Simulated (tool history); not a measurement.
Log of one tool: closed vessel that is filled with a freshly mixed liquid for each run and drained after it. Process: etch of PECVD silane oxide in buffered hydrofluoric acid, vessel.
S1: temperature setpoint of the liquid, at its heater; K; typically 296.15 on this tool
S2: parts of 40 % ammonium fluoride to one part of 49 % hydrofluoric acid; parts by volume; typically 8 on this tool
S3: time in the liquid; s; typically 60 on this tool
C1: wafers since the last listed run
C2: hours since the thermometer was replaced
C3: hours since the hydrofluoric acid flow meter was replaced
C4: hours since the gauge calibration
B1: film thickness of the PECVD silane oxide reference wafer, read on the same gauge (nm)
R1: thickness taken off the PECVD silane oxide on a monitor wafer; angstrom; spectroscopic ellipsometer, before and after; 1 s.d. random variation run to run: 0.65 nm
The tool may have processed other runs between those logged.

| run | hour | S1 | S2 | S3 | C1 | C2 | C3 | C4 | B1 | R1 |
|---|---|---|---|---|---|---|---|---|---|---|
| 1 | 0 | 299.15 | 6 | 60 | 0 | 403.7 | 1097.6 | 400.3 | 70.04 | 3085.3 |
| 2 | 69.3 | 296.15 | 8 | 60 | 6460 | 473 | 1166.9 | 469.6 | 69.97 | 2020.3 |
| 3 | 125.1 | 296.15 | 8 | 60 | 5201 | 528.8 | 1222.7 | 525.4 | 69.97 | 2021.3 |
| 4 | 194.7 | 296.15 | 8 | 60 | 6488 | 598.4 | 1292.3 | 595 | 70.02 | 2012.7 |
|  | 238.1 | gauge calibrated |
| 5 | 270.8 | 296.15 | 8 | 60 | 7094 | 674.5 | 1368.4 | 32.7 | 70 | 2005.8 |
| 6 | 304.2 | 296.15 | 8 | 60 | 3113 | 707.9 | 1401.8 | 66.1 | 69.98 | 2027.7 |
| 7 | 362.2 | 297.15 | 10 | 60 | 5406 | 765.9 | 1459.8 | 124.1 | 70.01 | 1720.3 |
| 8 | 424.6 | 297.15 | 10 | 60 | 5817 | 828.3 | 1522.2 | 186.5 | 70 | 1733 |
| 9 | 459.3 | 296.15 | 8 | 35 | 3234 | 863 | 1556.9 | 221.2 | 70.02 | 1179.4 |
|  | 471.2 | hydrofluoric acid flow meter replaced |
| 10 | 486.8 | 296.15 | 8 | 60 | 2470 | 890.5 | 15.6 | 248.7 | 69.99 | 1966.9 |
| 11 | 536.2 | 291.15 | 10 | 30 | 4605 | 939.9 | 65 | 298.1 | 69.98 | 607.6 |
| 12 | 600.3 | 296.15 | 8 | 35 | 5975 | 1004 | 129.1 | 362.2 | 70 | 1152.2 |
| 13 | 634.6 | 297.15 | 10 | 60 | 3197 | 1038.3 | 163.4 | 396.5 | 69.99 | 1702 |
| 14 | 702 | 296.15 | 10 | 45 | 6283 | 1105.7 | 230.8 | 463.9 | 70.05 | 1213.8 |
| 15 | 740.7 | 296.15 | 8 | 40 | 3607 | 1144.4 | 269.5 | 502.6 | 70.02 | 1312.5 |
|  | 770.4 | gauge calibrated |
| 16 | 786.4 | 296.15 | 8 | 60 | 4260 | 1190.1 | 315.2 | 16 | 70.01 | 1981 |
|  | 828.2 | thermometer replaced |
| 17 | 855.5 | 296.15 | 8 | 60 | 6348 | 27.3 | 384.3 | 85.1 | 69.99 | 1983.8 |
| 18 | 926.7 | 292.15 | 8 | 30 | 6637 | 98.5 | 455.5 | 156.3 | 70.02 | 789.5 |
| 19 | 984.4 | 299.65 | 8 | 60 | 5378 | 156.2 | 513.2 | 214 | 70 | 2413.6 |
| 20 | 1038.8 | 300.65 | 8 | 60 | 5071 | 210.6 | 567.6 | 268.4 | 70.02 | 2534.6 |
| 21 | 1075.1 | 292.65 | 9 | 85 | 3383 | 246.9 | 603.9 | 304.7 | 69.98 | 2031.8 |

What the log doesn't show, run by run:
liquid hotter than its thermometer reads (K): 0 across all the runs
gauge reads high (%): 0 across all the runs
H1: hydrofluoric acid flow above the setpoint (%)
| run | H1 |
|---|---|
| 1 | 2.58 |
| 2 | 2.73 |
| 3 | 2.85 |
| 4 | 3.01 |
| 5 | 3.17 |
| 6 | 3.25 |
| 7 | 3.37 |
| 8 | 3.51 |
| 9 | 3.59 |
| 10 | 0.418 |
| 11 | 0.526 |
| 12 | 0.667 |
| 13 | 0.742 |
| 14 | 0.89 |
| 15 | 0.975 |
| 16 | 1.07 |
| 17 | 1.23 |
| 18 | 1.38 |
| 19 | 1.51 |
| 20 | 1.63 |
| 21 | 1.71 |
